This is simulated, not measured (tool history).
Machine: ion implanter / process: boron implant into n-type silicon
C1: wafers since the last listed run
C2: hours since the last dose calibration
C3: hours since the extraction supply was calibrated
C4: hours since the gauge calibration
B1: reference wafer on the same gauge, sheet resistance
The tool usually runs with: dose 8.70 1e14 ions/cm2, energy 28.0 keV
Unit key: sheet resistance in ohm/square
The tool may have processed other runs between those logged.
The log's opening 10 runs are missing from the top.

Run 11, hour 597.3: usual settings; C1 787; C2 1671.0; C3 2536.2; C4 91.0; B1 123.68. Result: sheet resistance 139.35 ohm/square.
Run 12, hour 641.8: usual settings; C1 798; C2 1715.5; C3 2580.7; C4 135.5; B1 123.68. Result: sheet resistance 139.29 ohm/square.
Run 13, hour 699.0: usual settings but energy 34.5 keV; C1 1026; C2 1772.7; C3 2637.9; C4 192.7; B1 123.61. Result: sheet resistance 137.54 ohm/square.
Run 14, hour 736.5: usual settings but energy 34.5 keV; C1 672; C2 1810.2; C3 2675.4; C4 230.2; B1 123.55. Result: sheet resistance 137.39 ohm/square.
Run 15, hour 780.4: usual settings but energy 35.0 keV; C1 787; C2 1854.1; C3 2719.3; C4 274.1; B1 123.57. Result: sheet resistance 137.30 ohm/square.
Run 16, hour 805.3: usual settings but dose 7.34 1e14 ions/cm2, energy 20.5 keV; C1 446; C2 1879.0; C3 2744.2; C4 299.0; B1 123.42. Result: sheet resistance 164.85 ohm/square.
Run 17, hour 840.3: usual settings but dose 7.16 1e14 ions/cm2, energy 30.5 keV; C1 628; C2 1914.0; C3 2779.2; C4 334.0; B1 123.52. Result: sheet resistance 162.78 ohm/square.
Run 18, hour 886.5: usual settings; C1 829; C2 1960.2; C3 2825.4; C4 380.2; B1 123.25. Result: sheet resistance 139.15 ohm/square.
At hour 933.6: Faraday cup replaced and dose calibrated.
Run 19, hour 951.1: usual settings; C1 1015; C2 17.5; C3 2890.0; C4 444.8; B1 123.43. Result: sheet resistance 138.71 ohm/square.
Run 20, hour 1018.7: usual settings but dose 7.43 1e14 ions/cm2, energy 35.5 keV; C1 1213; C2 85.1; C3 2957.6; C4 512.4; B1 123.24. Result: sheet resistance 155.43 ohm/square.
Run 21, hour 1050.6: usual settings but dose 8.03 1e14 ions/cm2, energy 25.0 keV; C1 572; C2 117.0; C3 2989.5; C4 544.3; B1 123.28. Result: sheet resistance 149.34 ohm/square.
Run 22, hour 1093.9: usual settings but energy 34.5 keV; C1 777; C2 160.3; C3 3032.8; C4 587.6; B1 123.16. Result: sheet resistance 136.53 ohm/square.
Run 23, hour 1119.3: usual settings but dose 7.74 1e14 ions/cm2, energy 23.5 keV; C1 455; C2 185.7; C3 3058.2; C4 613.0; B1 123.30. Result: sheet resistance 155.17 ohm/square.
At hour 1139.5: extraction supply calibrated.
Run 24, hour 1164.7: usual settings but dose 9.91 1e14 ions/cm2, energy 22.0 keV; C1 671; C2 231.1; C3 25.2; C4 658.4; B1 123.01. Result: sheet resistance 127.14 ohm/square.
Run 25, hour 1200.2: usual settings but dose 9.41 1e14 ions/cm2, energy 18.5 keV; C1 637; C2 266.6; C3 60.7; C4 693.9; B1 123.12. Result: sheet resistance 134.73 ohm/square.
Run 26, hour 1371.7: usual settings but dose 7.20 1e14 ions/cm2; C1 3077; C2 438.1; C3 232.2; C4 865.4; B1 122.81. Result: sheet resistance 162.81 ohm/square.
Run 27, hour 1397.0: usual settings; C1 454; C2 463.4; C3 257.5; C4 890.7; B1 122.94. Result: sheet resistance 138.69 ohm/square.
Run 28, hour 1444.1: usual settings but energy 20.5 keV; C1 845; C2 510.5; C3 304.6; C4 937.8; B1 122.91. Result: sheet resistance 141.77 ohm/square.
Run 29, hour 1486.2: usual settings but dose 9.80 1e14 ions/cm2, energy 37.5 keV; C1 755; C2 552.6; C3 346.7; C4 979.9; B1 122.81. Result: sheet resistance 123.83 ohm/square.
Run 30, hour 1555.8: usual settings but dose 6.40 1e14 ions/cm2, energy 25.0 keV; C1 1249; C2 622.2; C3 416.3; C4 1049.5; B1 122.81. Result: sheet resistance 180.70 ohm/square.

Alternative continuations, all from the tool just after run 30; predict every row:
Run A, hour 1556.2: usual settings but dose 7.86 1e14 ions/cm2; C1 7; C2 622.6; C3 416.7; C4 1049.9; B1 ?. Result: sheet resistance ?.
Run B, hour 1556.2: usual settings but dose 9.82 1e14 ions/cm2, energy 33.5 keV; C1 7; C2 622.6; C3 416.7; C4 1049.9; B1 ?. Result: sheet resistance ?.
Run C, hour 1556.2: usual settings but dose 9.48 1e14 ions/cm2, energy 37.0 keV; C1 7; C2 622.6; C3 416.7; C4 1049.9; B1 ?. Result: sheet resistance ?.

run      B1  sheet resistance
  A  122.84            150.61
  B  122.84            123.85
  C  122.84            126.83
Take away the tool's hidden state, keep each run's random variation, and the runs would have read:
run  sheet resistance
  A            152.08
  B            125.06
  C            128.07

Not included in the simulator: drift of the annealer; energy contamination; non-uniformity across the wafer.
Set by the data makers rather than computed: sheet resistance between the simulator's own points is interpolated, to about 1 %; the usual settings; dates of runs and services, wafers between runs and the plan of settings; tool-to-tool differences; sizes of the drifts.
